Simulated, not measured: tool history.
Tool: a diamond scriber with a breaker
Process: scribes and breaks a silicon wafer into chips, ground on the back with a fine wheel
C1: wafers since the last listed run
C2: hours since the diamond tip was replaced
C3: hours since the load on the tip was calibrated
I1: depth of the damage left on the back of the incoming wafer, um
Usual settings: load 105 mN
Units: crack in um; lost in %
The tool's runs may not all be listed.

run 1 day=0.000 | load=105 | C1=0 C2=632.1 C3=1171.8 | I1=2.11 | crack=11.19 lost=4.61
run 2 day=1.379 | load=105 | C1=240 C2=665.2 C3=1204.9 | I1=2.29 | crack=10.92 lost=5.01
run 3 day=1.975 | load=105 | C1=103 C2=679.5 C3=1219.2 | I1=1.88 | crack=11.04 lost=4.79
run 4 day=2.283 | load=105 | C1=53 C2=686.9 C3=1226.6 | I1=2.81 | crack=11.23 lost=4.65
run 5 day=2.562 | load=105 | C1=48 C2=693.6 C3=1233.3 | I1=2.37 | crack=10.92 lost=4.76
run 6 day=4.067 | load=83 | C1=262 C2=729.7 C3=1269.4 | I1=2.77 | crack=9.50 lost=18.72
run 7 day=5.388 | load=83 | C1=230 C2=761.4 C3=1301.1 | I1=1.62 | crack=9.49 lost=18.34
run 8 day=5.867 | load=105 | C1=83 C2=772.9 C3=1312.6 | I1=2.11 | crack=11.25 lost=4.57
-- day=6.229 load on the tip recalibrated
run 9 day=7.017 | load=105 | C1=186 C2=800.5 C3=18.9 | I1=2.80 | crack=10.42 lost=9.29
run 10 day=7.675 | load=95 | C1=114 C2=816.3 C3=34.7 | I1=2.88 | crack=9.74 lost=15.47
run 11 day=8.388 | load=95 | C1=124 C2=833.4 C3=51.8 | I1=1.93 | crack=9.82 lost=13.94
run 12 day=9.871 | load=130 | C1=258 C2=869.0 C3=87.4 | I1=1.68 | crack=12.35 lost=1.74
run 13 day=10.329 | load=130 | C1=79 C2=880.0 C3=98.4 | I1=1.84 | crack=12.32 lost=1.52
run 14 day=10.738 | load=130 | C1=71 C2=889.8 C3=108.2 | I1=2.87 | crack=11.93 lost=2.43
run 15 day=11.479 | load=96 | C1=129 C2=907.6 C3=126.0 | I1=2.44 | crack=9.82 lost=14.32
run 16 day=11.858 | load=96 | C1=66 C2=916.7 C3=135.1 | I1=1.67 | crack=9.84 lost=13.25
run 17 day=12.275 | load=81 | C1=72 C2=926.7 C3=145.1 | I1=2.72 | crack=8.68 lost=26.97
run 18 day=12.629 | load=135 | C1=61 C2=935.2 C3=153.6 | I1=1.65 | crack=12.39 lost=1.26
run 19 day=12.925 | load=126 | C1=51 C2=942.3 C3=160.7 | I1=2.61 | crack=11.73 lost=2.70
run 20 day=13.442 | load=105 | C1=90 C2=954.7 C3=173.1 | I1=2.39 | crack=10.54 lost=8.36
-- day=13.896 diamond tip replaced by a new one
run 21 day=13.917 | load=92 | C1=68 C2=0.5 C3=184.5 | I1=2.77 | crack=11.65 lost=3.42
run 22 day=14.221 | load=95 | C1=53 C2=7.8 C3=191.8 | I1=2.04 | crack=11.91 lost=2.38
run 23 day=14.788 | load=90 | C1=98 C2=21.4 C3=205.4 | I1=2.07 | crack=11.40 lost=4.06
run 24 day=15.371 | load=89 | C1=101 C2=35.4 C3=219.4 | I1=1.73 | crack=11.10 lost=3.79
run 25 day=15.771 | load=78 | C1=69 C2=45.0 C3=229.0 | I1=1.89 | crack=10.17 lost=10.85
run 26 day=16.500 | load=131 | C1=127 C2=62.5 C3=246.5 | I1=2.81 | crack=14.59 lost=4.63
run 27 day=16.925 | load=133 | C1=74 C2=72.7 C3=256.7 | I1=2.60 | crack=14.55 lost=5.94
run 28 day=17.308 | load=93 | C1=66 C2=81.9 C3=265.9 | I1=1.91 | crack=11.28 lost=4.17
run 29 day=17.950 | load=81 | C1=111 C2=97.3 C3=281.3 | I1=2.03 | crack=10.20 lost=11.45
run 30 day=18.517 | load=105 | C1=98 C2=110.9 C3=294.9 | I1=2.72 | crack=12.07 lost=2.24
run 31 day=19.029 | load=115 | C1=89 C2=123.2 C3=307.2 | I1=1.60 | crack=12.87 lost=1.46
run 32 day=19.579 | load=73 | C1=95 C2=136.4 C3=320.4 | I1=2.53 | crack=9.22 lost=17.92
run 33 day=19.908 | load=105 | C1=57 C2=144.3 C3=328.3 | I1=1.98 | crack=12.03 lost=2.02
run 34 day=20.308 | load=91 | C1=69 C2=153.9 C3=337.9 | I1=1.98 | crack=10.78 lost=5.95
run 35 day=20.700 | load=82 | C1=68 C2=163.3 C3=347.3 | I1=2.63 | crack=9.95 lost=13.27
run 36 day=21.379 | load=119 | C1=118 C2=179.6 C3=363.6 | I1=2.85 | crack=12.99 lost=2.11
run 37 day=22.117 | load=113 | C1=128 C2=197.3 C3=381.3 | I1=2.07 | crack=12.56 lost=1.25
run 38 day=22.525 | load=105 | C1=71 C2=207.1 C3=391.1 | I1=2.09 | crack=11.81 lost=2.16
run 39 day=23.050 | load=105 | C1=91 C2=219.7 C3=403.7 | I1=2.12 | crack=11.81 lost=2.40
run 40 day=24.712 | load=85 | C1=290 C2=259.6 C3=443.6 | I1=2.07 | crack=10.23 lost=11.70
run 41 day=25.012 | load=118 | C1=52 C2=266.8 C3=450.8 | I1=2.29 | crack=12.73 lost=1.44

Hidden state at the last listed run before each entry between runs and at the first one after, where it differs:
Between runs 8 and 9: load on the tip recalibrated (day 6.229)
  share of the diamond tip's cutting effectiveness lost through wear, %: 25.5 -> 25.7; deviation of the load on the tip from its setpoint, %: 10.5 -> 1.24
  measured less the result without the state, crack: -1.50 -> -2.18 um; lost: +3.19 -> +7.43 %
Between runs 20 and 21: diamond tip replaced by a new one (day 13.896)
  share of the diamond tip's cutting effectiveness lost through wear, %: 26.7 -> 0.177; deviation of the load on the tip from its setpoint, %: 1.44 -> 1.47
  measured less the result without the state, crack: -2.30 -> +0.11 um; lost: +6.97 -> -0.34 %

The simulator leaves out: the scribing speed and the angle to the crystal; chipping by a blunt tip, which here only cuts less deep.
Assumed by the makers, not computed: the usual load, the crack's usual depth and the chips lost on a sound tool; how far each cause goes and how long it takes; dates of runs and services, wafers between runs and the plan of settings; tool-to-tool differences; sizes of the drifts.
